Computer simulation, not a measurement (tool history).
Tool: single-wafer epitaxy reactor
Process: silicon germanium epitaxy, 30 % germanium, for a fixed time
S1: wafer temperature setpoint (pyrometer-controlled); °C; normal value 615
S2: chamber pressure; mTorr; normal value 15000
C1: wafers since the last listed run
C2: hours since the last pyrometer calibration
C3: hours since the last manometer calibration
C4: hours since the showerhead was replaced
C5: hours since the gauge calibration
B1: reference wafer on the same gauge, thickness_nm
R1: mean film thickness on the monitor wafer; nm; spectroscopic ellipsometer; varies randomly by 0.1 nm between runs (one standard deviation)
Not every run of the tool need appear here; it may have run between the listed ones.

Run 1, hour 0.0: usual settings; C1 0; C2 2025.6; C3 2405.2; C4 2346.1; C5 323.4; B1 69.696. Result: R1 74.555 nm.
Run 2, hour 14.2: usual settings; C1 285; C2 2039.8; C3 2419.4; C4 2360.3; C5 337.6; B1 69.666. Result: R1 74.355 nm.
Run 3, hour 49.9: usual settings; C1 719; C2 2075.5; C3 2455.1; C4 2396.0; C5 373.3; B1 69.709. Result: R1 74.554 nm.
Run 4, hour 63.5: usual settings but S1 609 °C; C1 273; C2 2089.1; C3 2468.7; C4 2409.6; C5 386.9; B1 69.726. Result: R1 68.119 nm.
Run 5, hour 84.1: usual settings but S1 609 °C; C1 414; C2 2109.7; C3 2489.3; C4 2430.2; C5 407.5; B1 69.723. Result: R1 68.016 nm.
Run 6, hour 151.8: usual settings but S1 609 °C; C1 1363; C2 2177.4; C3 2557.0; C4 2497.9; C5 475.2; B1 69.692. Result: R1 67.880 nm.
Run 7, hour 178.0: usual settings; C1 527; C2 2203.6; C3 2583.2; C4 2524.1; C5 501.4; B1 69.690. Result: R1 74.691 nm.
At hour 220.5: gauge calibrated.
Run 8, hour 265.3: usual settings; C1 1758; C2 2290.9; C3 2670.5; C4 2611.4; C5 44.8; B1 69.686. Result: R1 74.584 nm.
Run 9, hour 288.7: usual settings; C1 471; C2 2314.3; C3 2693.9; C4 2634.8; C5 68.2; B1 69.679. Result: R1 74.622 nm.
At hour 341.8: pyrometer calibrated.
At hour 364.7: showerhead replaced.
Run 10, hour 373.3: usual settings; C1 1381; C2 31.5; C3 2778.5; C4 8.6; C5 152.8; B1 69.732. Result: R1 69.755 nm.
Run 11, hour 398.1: usual settings but S2 16800 mTorr; C1 499; C2 56.3; C3 2803.3; C4 33.4; C5 177.6; B1 69.691. Result: R1 71.986 nm.
Run 12, hour 416.4: usual settings but S2 13700 mTorr; C1 368; C2 74.6; C3 2821.6; C4 51.7; C5 195.9; B1 69.711. Result: R1 68.630 nm.
Run 13, hour 433.3: usual settings but S2 13700 mTorr; C1 340; C2 91.5; C3 2838.5; C4 68.6; C5 212.8; B1 69.692. Result: R1 68.536 nm.
Run 14, hour 457.2: usual settings but S2 13500 mTorr; C1 481; C2 115.4; C3 2862.4; C4 92.5; C5 236.7; B1 69.682. Result: R1 68.419 nm.
Run 15, hour 473.3: usual settings but S2 13500 mTorr; C1 324; C2 131.5; C3 2878.5; C4 108.6; C5 252.8; B1 69.687. Result: R1 68.675 nm.
Run 16, hour 486.1: usual settings but S1 619 °C; C1 257; C2 144.3; C3 2891.3; C4 121.4; C5 265.6; B1 69.710. Result: R1 74.886 nm.
At hour 507.8: capacitance manometer re-zeroed and calibrated.
Run 17, hour 508.3: usual settings but S1 605 °C; C1 285; C2 166.5; C3 0.5; C4 143.6; C5 287.8; B1 69.700. Result: R1 59.346 nm.
Run 18, hour 534.8: usual settings but S1 619 °C, S2 12300 mTorr; C1 533; C2 193.0; C3 27.0; C4 170.1; C5 314.3; B1 69.679. Result: R1 70.570 nm.
Run 19, hour 551.8: usual settings; C1 342; C2 210.0; C3 44.0; C4 187.1; C5 331.3; B1 69.705. Result: R1 69.740 nm.
Run 20, hour 582.7: usual settings but S2 17700 mTorr; C1 622; C2 240.9; C3 74.9; C4 218.0; C5 362.2; B1 69.694. Result: R1 73.037 nm.
Run 21, hour 616.6: usual settings but S1 601 °C, S2 16900 mTorr; C1 682; C2 274.8; C3 108.8; C4 251.9; C5 396.1; B1 69.730. Result: R1 57.937 nm.
Run 22, hour 638.6: usual settings but S1 609 °C, S2 16800 mTorr; C1 443; C2 296.8; C3 130.8; C4 273.9; C5 418.1; B1 69.699. Result: R1 65.800 nm.
Run 23, hour 651.9: usual settings; C1 267; C2 310.1; C3 144.1; C4 287.2; C5 431.4; B1 69.692. Result: R1 70.298 nm.
Run 24, hour 670.9: usual settings but S1 605 °C, S2 13100 mTorr; C1 382; C2 329.1; C3 163.1; C4 306.2; C5 450.4; B1 69.707. Result: R1 58.260 nm.
Run 25, hour 690.7: usual settings but S1 626 °C, S2 11600 mTorr; C1 398; C2 348.9; C3 182.9; C4 326.0; C5 470.2; B1 69.703. Result: R1 78.237 nm.

Predict the results of run 26:
Run 26, hour 707.2: usual settings but S1 629 °C, S2 11700 mTorr; C1 332; C2 365.4; C3 199.4; C4 342.5; C5 486.7; B1 ?. Result: R1 ?.

Run 26 measured B1 69.688, R1 82.279 nm.
With the hidden condition absent and the run-to-run variation left alone, this run would have shown R1 79.922 nm.
